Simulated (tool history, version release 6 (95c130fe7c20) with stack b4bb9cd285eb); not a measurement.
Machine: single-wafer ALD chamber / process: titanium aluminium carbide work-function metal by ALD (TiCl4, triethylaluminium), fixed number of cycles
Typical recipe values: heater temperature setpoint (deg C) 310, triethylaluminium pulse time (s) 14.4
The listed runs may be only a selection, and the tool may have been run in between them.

run	hour	heater temperature setpoint (deg C)	triethylaluminium pulse time (s)	read-back reference wafer on the same gauge, thickness_nm	mean film thickness on the monitor wafer (Å)
1	0	310	12.76	1.921	20.82
2	28	303	14.4	1.92	20.39
3	58.2	303	14.4	1.92	20.2
4	92	303	14.4	1.92	20.16
5	106.4	299	10.93	1.918	19.53
6	126.1	299	10.93	1.921	19.53
# hour 190.7: thermocouple changed; heater temperature recalibrated
# hour 217.4: gauge calibrated
# hour 218.9: triethylaluminium bottle replaced
7	219.4	310	14.4	1.92	21.68
8	242.5	310	14.4	1.921	21.65
9	258.9	310	14.4	1.919	21.72
10	326.4	310	11.24	1.92	21.22
11	344.3	304	17.86	1.921	21.16
12	374.3	299	10.93	1.92	20.07
# hour 389: showerhead replaced
13	389.4	318	11.77	1.921	22.19
14	407.5	310	14.4	1.919	21.6
15	426.8	319	14.4	1.92	22.65
16	443.5	310	14.4	1.921	21.49
17	476.9	325	14.4	1.92	23.14

What does the tool deliver on the next run?
18	498	323	17.67	?	?

Run 18 came out at read-back reference wafer on the same gauge, thickness_nm 1.92, mean film thickness on the monitor wafer (Å) 23.15.
Without the tool's hidden state the same run would have given mean film thickness on the monitor wafer (Å) 23.21.
